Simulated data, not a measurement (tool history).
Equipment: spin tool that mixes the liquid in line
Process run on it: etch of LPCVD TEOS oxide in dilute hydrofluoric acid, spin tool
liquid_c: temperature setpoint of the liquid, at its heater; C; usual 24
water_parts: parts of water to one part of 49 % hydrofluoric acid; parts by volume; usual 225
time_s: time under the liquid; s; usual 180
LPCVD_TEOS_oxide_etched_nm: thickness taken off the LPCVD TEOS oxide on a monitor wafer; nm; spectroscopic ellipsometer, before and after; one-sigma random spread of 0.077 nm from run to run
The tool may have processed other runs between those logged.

| run | hour | liquid_c | water_parts | time_s | read-back film thickness of the LPCVD TEOS oxide reference wafer, read on the same gauge (nm) | LPCVD_TEOS_oxide_etched_nm |
|---|---|---|---|---|---|---|
| 1 | 0.0 | 24 | 225 | 180 | 40.01 | 13.86 |
| 2 | 78.1 | 24 | 225 | 180 | 40.02 | 14.10 |
| 3 | 177.7 | 24 | 225 | 180 | 40.00 | 14.19 |
| 4 | 254.6 | 24 | 225 | 180 | 40.01 | 14.08 |
| 5 | 292.7 | 24 | 225 | 180 | 40.01 | 14.28 |
|  | 333.2 | hydrofluoric acid flow meter replaced |
|  | 357.3 | gauge calibrated |
| 6 | 471.2 | 24 | 140 | 180 | 40.01 | 23.99 |
| 7 | 542.2 | 24 | 140 | 180 | 40.02 | 23.92 |
| 8 | 620.6 | 24 | 255 | 180 | 40.01 | 11.77 |
| 9 | 660.8 | 24 | 225 | 180 | 40.01 | 13.79 |
| 10 | 736.1 | 24 | 225 | 180 | 40.04 | 13.70 |
|  | 742.1 | thermometer replaced |
| 11 | 821.9 | 24 | 225 | 180 | 39.99 | 13.82 |

What will run 12 give?
| 12 | 870.9 | 24 | 265 | 180 | ? | ? |

read-back film thickness of the LPCVD TEOS oxide reference wafer, read on the same gauge (nm): 40.01
LPCVD_TEOS_oxide_etched_nm: 11.44 nm
With the hidden condition absent and the run-to-run variation left alone, this run would have shown LPCVD_TEOS_oxide_etched_nm 11.10 nm.
